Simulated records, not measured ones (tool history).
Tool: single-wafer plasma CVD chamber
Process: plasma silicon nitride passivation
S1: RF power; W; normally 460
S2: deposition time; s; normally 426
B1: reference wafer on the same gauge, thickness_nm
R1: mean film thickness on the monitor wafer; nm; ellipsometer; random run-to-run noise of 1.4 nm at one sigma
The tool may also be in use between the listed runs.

run	hour	S1	S2	B1	R1
1	0.0	460	426	700.972	629.598
2	16.8	460	426	700.586	626.440
3	47.9	460	426	701.136	628.947
4	75.4	460	426	700.698	628.346
5	94.4	460	426	700.480	627.505
6	120.7	530	426	700.940	659.319
7	147.8	530	426	701.033	659.988
8	178.4	530	426	701.232	663.783
9	201.5	385	426	700.892	590.146
10	223.6	400	487	700.797	683.335
11	248.3	400	487	701.201	682.410
12	260.8	460	426	700.514	631.622
# hour 270.1: gauge calibrated
13	293.6	460	426	700.288	628.964
14	308.5	460	426	700.439	629.965
15	337.5	460	426	700.948	628.313
16	359.4	460	448	700.610	660.348
# hour 369.3: RF generator calibrated
17	383.6	515	426	701.044	643.002
# hour 419.2: showerhead replaced
18	474.7	505	350	701.353	526.075
19	500.8	460	426	701.670	617.397
20	515.4	400	394	701.296	539.545
# hour 525.5: RF generator calibrated, repeated, since the last time left the tool worse
21	538.7	435	471	701.925	692.524
22	566.5	530	426	700.786	677.550
23	583.7	410	426	701.018	613.338
24	602.4	460	426	701.559	638.709
25	634.7	460	343	701.449	514.509
26	664.6	505	475	700.673	737.556
27	685.6	460	426	700.996	639.766
28	712.7	460	465	701.580	695.106
29	738.5	410	484	701.056	691.897
30	751.0	395	465	701.366	657.988

Run by run, hidden condition taken away, random variation retained:
Unlogged tool condition in this case: delivered RF power above the setpoint (%); gauge reads high (%).
run	R1
1	642.771
2	639.574
3	642.182
4	641.609
5	640.778
6	673.304
7	674.025
8	677.942
9	602.762
10	697.972
11	697.059
12	645.194
13	642.516
14	643.554
15	641.897
16	674.647
17	667.558
18	547.536
19	643.011
20	562.133
21	693.984
22	679.460
23	615.329
24	641.073
25	516.804
26	741.343
27	643.344
28	699.392
29	696.527
30	662.555
